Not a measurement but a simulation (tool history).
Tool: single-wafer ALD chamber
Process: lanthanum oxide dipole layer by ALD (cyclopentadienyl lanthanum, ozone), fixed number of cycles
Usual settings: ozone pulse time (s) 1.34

run,hour,ozone pulse time (s),"read-back reference wafer on the same gauge, thickness_nm",mean film thickness on the monitor wafer (Å)
1,0,1.34,0.482,5.4
2,25.8,1.34,0.482,5.37
3,38.2,1.69,0.482,5.69
4,50.6,1.69,0.482,5.69
5,66.5,1.69,0.482,5.68
6,79.7,1.59,0.482,5.6
7,114.6,1.59,0.482,5.59
8,148.1,1.59,0.482,5.6
9,183.3,1.34,0.482,5.33
10,200.8,1.34,0.482,5.26
11,234,1.76,0.482,5.71
12,258.2,1.34,0.482,5.27
13,271,1.34,0.482,5.29
14,306.4,1.61,0.482,5.53
15,323.9,1.12,0.482,4.92
# hour 324.4: gauge calibrated
16,354.3,1,0.482,4.67
17,406.4,1.06,0.482,4.77
# hour 424.6: thermocouple changed; heater temperature recalibrated
# hour 436.7: showerhead replaced
18,437.2,1.61,0.482,5.48
19,457.7,1.34,0.482,5.2
# hour 510.6: ozone generator serviced
20,556.2,1.34,0.482,5.73
21,583.2,0.86,0.481,5.03
22,605.3,1.34,0.482,5.7
23,631.8,1.52,0.482,5.87
24,653.8,1.51,0.482,5.8
25,671.7,0.95,0.482,5.19

What the log doesn't show, run by run:
wafer temperature above the value expected at the setpoint (K): 0 in every run
gauge reads high (%): 0 in every run
H1: ozone dose above that of a generator just serviced (%)
run,H1
1,-28.7
2,-29.2
3,-29.4
4,-29.6
5,-29.9
6,-30.2
7,-30.8
8,-31.4
9,-32.1
10,-32.4
11,-33
12,-33.5
13,-33.7
14,-34.3
15,-34.7
16,-35.2
17,-36.2
18,-36.7
19,-37.1
20,-9.43
21,-9.93
22,-10.3
23,-10.8
24,-11.2
25,-11.6
